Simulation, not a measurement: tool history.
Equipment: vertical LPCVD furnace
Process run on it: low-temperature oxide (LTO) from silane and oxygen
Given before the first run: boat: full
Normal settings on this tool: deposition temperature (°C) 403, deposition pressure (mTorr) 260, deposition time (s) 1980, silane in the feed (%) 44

run     day  deposition temperature (°C)  deposition pressure (mTorr)  deposition time (s)  silane in the feed (%)  read-back reference wafer on the same gauge, thickness  film thickness on the monitor wafer in the middle of the boat (Å)
  1       0                          403                          260                 1980                      44                                                  427.08                                                             4341.6
  2   0.658                          403                          260                 1980                      44                                                  427.06                                                             4368.1
  3   1.379                          403                          260                 1980                      44                                                  427.73                                                             4370.5
  4   2.292                          396                          260                 1980                      44                                                   427.7                                                             4014.6
  5   4.942                          396                          260                 1980                      44                                                  429.32                                                             4066.8
  6   6.217                          396                          260                 1980                      44                                                  429.06                                                             4055.3
  7   7.004                          398                          260                 1980                      44                                                  429.36                                                             4172.6
  8   8.167                          398                          260                 1980                      44                                                  429.91                                                             4147.9
     10.467  -- pressure gauge zeroed
  9  10.488                          403                          260                 1980                      44                                                  430.76                                                             4384.3
 10   10.65                          403                          260                 1980                      44                                                  430.01                                                             4378.4
 11  11.362                          403                          260                 1980                      44                                                  430.94                                                             4361.9
 12   11.95                          403                          260                 1980                      44                                                  431.81                                                             4403.1
 13  12.646                          403                          260                 1980                      44                                                  432.29                                                             4424.6
     14.146  -- silane flow controller replaced
 14  14.167                          403                          260                 1980                      44                                                  432.56                                                               4385
 15  14.329                          407                          260                 2730                      50                                                  432.45                                                             7167.9
 16  15.021                          403                          260                 1980                      44                                                  433.13                                                             4400.7
 17  16.142                          399                          275                 1650                      47                                                  433.65                                                             3960.4
 18  17.475                          403                          260                 1410                      44                                                  434.54                                                             3152.5
 19  18.958                          403                          260                 1980                      35                                                  435.51                                                             3354.4
 20  19.892                          403                          315                 1320                      44                                                  436.28                                                             3609.1
 21  20.538                          414                          260                 1290                      44                                                  436.72                                                             3246.8
       21.4  -- gauge calibrated
     22.096  -- thermocouples replaced and temperature profile calibrated
 22  22.117                          403                          260                 1980                      44                                                  425.67                                                             4341.1
 23  23.279                          403                          260                 1980                      44                                                  426.34                                                             4320.4
 24  24.308                          403                          215                 1980                      42                                                  425.29                                                             3406.6
 25  24.958                          407                          260                 2730                      50                                                  425.52                                                             7036.7
 26  29.029                          403                          315                 1980                      44                                                   426.8                                                             5247.7
 27  29.796                          403                          260                 1980                      44                                                  426.12                                                             4338.8
 28  31.038                          393                          310                 2280                      38                                                  426.36                                                             4509.7
 29  31.629                          406                          260                 1560                      36                                                  427.14                                                             2792.2
 30  32.754                          403                          260                 1980                      44                                                  425.92                                                             4341.5
 31  34.104                          403                          260                 2400                      39                                                  427.78                                                             4554.8

The tool's hidden state at each run:
true tube temperature minus thermocouple reading, K: 0 on each run
true pressure minus gauge reading, mTorr: 0 on each run
deviation of the silane flow from its setpoint, %: 0 on each run
H1: gauge reads high (%)
run       H1
  1    0.265
  2    0.302
  3    0.345
  4    0.403
  5    0.593
  6    0.696
  7    0.764
  8    0.869
  9      1.1
 10     1.12
 11     1.19
 12     1.26
 13     1.33
 14     1.51
 15     1.53
 16     1.62
 17     1.76
 18     1.94
 19     2.15
 20     2.28
 21     2.38
 22   -0.096
 23  -0.0889
 24  -0.0773
 25  -0.0674
 26   0.0396
 27   0.0684
 28    0.121
 29    0.149
 30    0.206
 31    0.282
